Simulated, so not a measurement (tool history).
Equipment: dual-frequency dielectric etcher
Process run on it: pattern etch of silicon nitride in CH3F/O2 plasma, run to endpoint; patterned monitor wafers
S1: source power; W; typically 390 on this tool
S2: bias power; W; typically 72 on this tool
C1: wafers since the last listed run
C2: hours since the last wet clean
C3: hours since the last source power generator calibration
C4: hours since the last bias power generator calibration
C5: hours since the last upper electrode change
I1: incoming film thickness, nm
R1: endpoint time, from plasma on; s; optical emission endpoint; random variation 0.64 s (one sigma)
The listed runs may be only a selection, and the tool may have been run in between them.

run    hour   S1  S2    C1     C2      C3      C4      C5     I1     R1
  1       0  390  72     0  124.1  1930.1   535.3  1701.9  110.9  118.1
  2   102.7  390  72   825  226.8  2032.8     638  1804.6    111  117.7
  3   160.7  390  59   466  284.8  2090.8     696  1862.6  112.5  125.5
  4   241.7  390  59   651  365.8  2171.8     777  1943.6  111.6  125.1
  5   282.4  330  85   327  406.5  2212.5   817.7  1984.3  111.4  118.4
  6   386.8  330  85   839  510.9  2316.9   922.1  2088.7  112.7  118.4
      479.3  -- wet clean of the chamber
  7   487.4  390  72   615    8.1  2417.5  1022.7  2189.3  111.9    118
  8   728.8  390  72  1940  249.5  2658.9  1264.1  2430.7  111.5  118.1
        762  -- upper electrode replaced
  9     778  390  82   202  298.7  2708.1  1313.3      16  110.2  114.2
 10   883.8  390  82   850  404.5  2813.9  1419.1   121.8  110.9  113.4
 11   941.5  390  82   463  462.2  2871.6  1476.8   179.5  111.6  114.7
 12    1003  360  60   494  523.7  2933.1  1538.3     241  113.5  128.9
     1053.6  -- source power generator calibrated
     1055.4  -- wet clean of the chamber
 13  1055.9  440  78   378    0.5     2.3  1591.2   293.9  110.9    111
 14  1114.7  470  58   472   59.3    61.1    1650   352.7    111  118.7
 15  1218.2  390  72   832  162.8   164.6  1753.5   456.2  110.7  118.8
     1300.7  -- bias power generator calibrated
 16  1310.9  360  72   713  255.5   257.3    10.2   548.9  111.5  121.5
 17  1390.4  360  81   639    335   336.8    89.7   628.4  111.3  117.2
 18  1434.3  390  72   352  378.9   380.7   133.6   672.3  111.7  119.4
 19  1478.6  340  64   356  423.2     425   177.9   716.6  112.1  128.6
 20  1580.6  480  84   820  525.2     527   279.9   818.6  112.2  108.2
     1648.5  -- wet clean of the chamber
 21  1667.5  340  59   505     19   613.9   366.8   905.5  111.7  130.1
 22  1745.9  300  54   630   97.4   692.3   445.2   983.9  111.3  136.9

Describe how what the log doesn't record of the tool's condition differs between the last listed run preceding each entry between runs and the first listed run following it.
After run 6, before run 7: wet clean of the chamber (hour 479.3)
  nothing in the hidden state changes from one run to the other
After run 8, before run 9: upper electrode replaced (hour 762)
  nothing in the hidden state changes from one run to the other
After run 12, before run 13: source power generator calibrated (hour 1053.6); wet clean of the chamber (hour 1055.4)
  nothing in the hidden state changes from one run to the other
After run 15, before run 16: bias power generator calibrated (hour 1300.7)
  nothing in the hidden state changes from one run to the other
After run 20, before run 21: wet clean of the chamber (hour 1648.5)
  nothing in the hidden state changes from one run to the other

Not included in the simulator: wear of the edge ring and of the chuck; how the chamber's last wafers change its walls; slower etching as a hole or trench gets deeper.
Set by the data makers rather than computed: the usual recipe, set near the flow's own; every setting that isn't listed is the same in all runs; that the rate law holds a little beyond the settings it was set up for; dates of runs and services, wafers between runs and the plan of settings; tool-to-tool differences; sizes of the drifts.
